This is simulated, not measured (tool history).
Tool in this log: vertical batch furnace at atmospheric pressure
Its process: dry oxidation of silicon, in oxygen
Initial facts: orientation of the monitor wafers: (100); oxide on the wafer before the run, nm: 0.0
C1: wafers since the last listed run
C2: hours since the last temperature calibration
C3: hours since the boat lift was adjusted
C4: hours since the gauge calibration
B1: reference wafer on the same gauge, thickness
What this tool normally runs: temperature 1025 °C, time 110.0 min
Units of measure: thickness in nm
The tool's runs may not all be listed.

{"run": 1, "hour": 0.0, "temperature": 1025, "time": 146.5, "C1": 0, "C2": 680.8, "C3": 3106.7, "C4": 567.9, "B1": 91.31, "thickness": 107.5}
{"run": 2, "hour": 30.8, "temperature": 1025, "time": 110.0, "C1": 410, "C2": 711.6, "C3": 3137.5, "C4": 598.7, "B1": 91.38, "thickness": 88.67}
{"run": 3, "hour": 93.0, "temperature": 1025, "time": 110.0, "C1": 829, "C2": 773.8, "C3": 3199.7, "C4": 660.9, "B1": 91.34, "thickness": 88.28}
{"run": 4, "hour": 141.7, "temperature": 1025, "time": 110.0, "C1": 649, "C2": 822.5, "C3": 3248.4, "C4": 709.6, "B1": 91.4, "thickness": 88.52}
{"run": 5, "hour": 169.4, "temperature": 1025, "time": 110.0, "C1": 369, "C2": 850.2, "C3": 3276.1, "C4": 737.3, "B1": 91.41, "thickness": 88.55}
{"run": 6, "hour": 224.7, "temperature": 1025, "time": 110.0, "C1": 737, "C2": 905.5, "C3": 3331.4, "C4": 792.6, "B1": 91.33, "thickness": 88.06}
{"run": 7, "hour": 295.5, "temperature": 1019, "time": 134.0, "C1": 944, "C2": 976.3, "C3": 3402.2, "C4": 863.4, "B1": 91.39, "thickness": 96.06}
{"run": 8, "hour": 350.0, "temperature": 1025, "time": 110.0, "C1": 727, "C2": 1030.8, "C3": 3456.7, "C4": 917.9, "B1": 91.38, "thickness": 88.0}
{"run": 9, "hour": 415.5, "temperature": 1032, "time": 133.5, "C1": 873, "C2": 1096.3, "C3": 3522.2, "C4": 983.4, "B1": 91.36, "thickness": 106.97}
{"run": 10, "hour": 460.4, "temperature": 1025, "time": 110.0, "C1": 599, "C2": 1141.2, "C3": 3567.1, "C4": 1028.3, "B1": 91.37, "thickness": 88.54}
{"run": 11, "hour": 501.8, "temperature": 1025, "time": 110.0, "C1": 552, "C2": 1182.6, "C3": 3608.5, "C4": 1069.7, "B1": 91.41, "thickness": 88.32}
{"run": 12, "hour": 549.3, "temperature": 1025, "time": 110.0, "C1": 633, "C2": 1230.1, "C3": 3656.0, "C4": 1117.2, "B1": 91.34, "thickness": 87.98}
{"run": 13, "hour": 585.1, "temperature": 1025, "time": 110.0, "C1": 477, "C2": 1265.9, "C3": 3691.8, "C4": 1153.0, "B1": 91.45, "thickness": 88.03}
{"run": 14, "hour": 629.6, "temperature": 1025, "time": 127.0, "C1": 593, "C2": 1310.4, "C3": 3736.3, "C4": 1197.5, "B1": 91.51, "thickness": 97.41}
{"run": 15, "hour": 698.2, "temperature": 1025, "time": 127.0, "C1": 915, "C2": 1379.0, "C3": 3804.9, "C4": 1266.1, "B1": 91.38, "thickness": 97.18}
{"run": 16, "hour": 731.3, "temperature": 1025, "time": 86.5, "C1": 441, "C2": 1412.1, "C3": 3838.0, "C4": 1299.2, "B1": 91.43, "thickness": 75.18}
{"run": 17, "hour": 802.0, "temperature": 1044, "time": 110.0, "C1": 943, "C2": 1482.8, "C3": 3908.7, "C4": 1369.9, "B1": 91.39, "thickness": 103.7}
{"hour": 817.3, "done": "gauge calibrated"}
{"hour": 836.1, "done": "boat lift adjusted"}
{"run": 18, "hour": 840.5, "temperature": 1016, "time": 128.0, "C1": 193, "C2": 1521.3, "C3": 4.4, "C4": 23.2, "B1": 91.43, "thickness": 92.28}
{"run": 19, "hour": 903.7, "temperature": 1025, "time": 110.0, "C1": 843, "C2": 1584.5, "C3": 67.6, "C4": 86.4, "B1": 91.54, "thickness": 90.77}
{"run": 20, "hour": 934.7, "temperature": 1044, "time": 110.0, "C1": 413, "C2": 1615.5, "C3": 98.6, "C4": 117.4, "B1": 91.42, "thickness": 106.33}
{"run": 21, "hour": 1001.8, "temperature": 1010, "time": 143.5, "C1": 895, "C2": 1682.6, "C3": 165.7, "C4": 184.5, "B1": 91.42, "thickness": 94.88}
{"hour": 1041.4, "done": "thermocouples replaced and temperature profile calibrated"}
{"run": 22, "hour": 1063.4, "temperature": 1010, "time": 132.0, "C1": 501, "C2": 22.0, "C3": 227.3, "C4": 246.1, "B1": 91.37, "thickness": 89.34}
{"run": 23, "hour": 1123.7, "temperature": 1013, "time": 110.0, "C1": 804, "C2": 82.3, "C3": 287.6, "C4": 306.4, "B1": 91.41, "thickness": 80.92}
{"run": 24, "hour": 1168.6, "temperature": 1025, "time": 159.0, "C1": 599, "C2": 127.2, "C3": 332.5, "C4": 351.3, "B1": 91.44, "thickness": 115.61}
{"run": 25, "hour": 1199.9, "temperature": 1049, "time": 162.5, "C1": 417, "C2": 158.5, "C3": 363.8, "C4": 382.6, "B1": 91.33, "thickness": 143.21}
{"run": 26, "hour": 1253.4, "temperature": 1025, "time": 110.0, "C1": 713, "C2": 212.0, "C3": 417.3, "C4": 436.1, "B1": 91.34, "thickness": 90.39}
{"run": 27, "hour": 1321.1, "temperature": 1025, "time": 110.0, "C1": 903, "C2": 279.7, "C3": 485.0, "C4": 503.8, "B1": 91.44, "thickness": 90.68}
{"run": 28, "hour": 1377.2, "temperature": 1012, "time": 129.5, "C1": 748, "C2": 335.8, "C3": 541.1, "C4": 559.9, "B1": 91.32, "thickness": 89.4}
{"run": 29, "hour": 1423.1, "temperature": 1025, "time": 55.0, "C1": 612, "C2": 381.7, "C3": 587.0, "C4": 605.8, "B1": 91.31, "thickness": 57.14}
{"run": 30, "hour": 1468.6, "temperature": 1025, "time": 110.0, "C1": 607, "C2": 427.2, "C3": 632.5, "C4": 651.3, "B1": 91.48, "thickness": 89.96}
{"run": 31, "hour": 1522.8, "temperature": 1035, "time": 110.0, "C1": 723, "C2": 481.4, "C3": 686.7, "C4": 705.5, "B1": 91.49, "thickness": 98.45}
{"run": 32, "hour": 1552.2, "temperature": 1025, "time": 148.5, "C1": 392, "C2": 510.8, "C3": 716.1, "C4": 734.9, "B1": 91.38, "thickness": 110.37}
{"run": 33, "hour": 1589.7, "temperature": 1033, "time": 126.5, "C1": 500, "C2": 548.3, "C3": 753.6, "C4": 772.4, "B1": 91.26, "thickness": 106.44}
{"run": 34, "hour": 1629.0, "temperature": 1001, "time": 61.5, "C1": 524, "C2": 587.6, "C3": 792.9, "C4": 811.7, "B1": 91.49, "thickness": 48.65}
{"run": 35, "hour": 1656.3, "temperature": 1025, "time": 110.0, "C1": 364, "C2": 614.9, "C3": 820.2, "C4": 839.0, "B1": 91.38, "thickness": 89.93}
{"run": 36, "hour": 1705.3, "temperature": 1012, "time": 160.0, "C1": 653, "C2": 663.9, "C3": 869.2, "C4": 888.0, "B1": 91.4, "thickness": 103.15}
{"run": 37, "hour": 1739.4, "temperature": 1000, "time": 110.0, "C1": 455, "C2": 698.0, "C3": 903.3, "C4": 922.1, "B1": 91.45, "thickness": 70.98}
{"run": 38, "hour": 1766.4, "temperature": 1033, "time": 163.5, "C1": 360, "C2": 725.0, "C3": 930.3, "C4": 949.1, "B1": 91.41, "thickness": 125.77}
{"run": 39, "hour": 1835.4, "temperature": 1018, "time": 136.0, "C1": 920, "C2": 794.0, "C3": 999.3, "C4": 1018.1, "B1": 91.37, "thickness": 97.66}

Hidden condition of the tool, last listed run before each entry between runs versus first listed run after:
After run 17, before run 18: gauge calibrated (hour 817.3); boat lift adjusted (hour 836.1)
  monitor wafer colder than the profiled boat position, K: 3.16 -> 0.0922
  measured result minus the result with no hidden state, thickness: -2.74 -> -0.08 nm
After run 21, before run 22: thermocouples replaced and temperature profile calibrated (hour 1041.4)
  monitor wafer colder than the profiled boat position, K: 0.216 -> 0.263
  measured result minus the result with no hidden state, thickness: -0.19 -> -0.21 nm
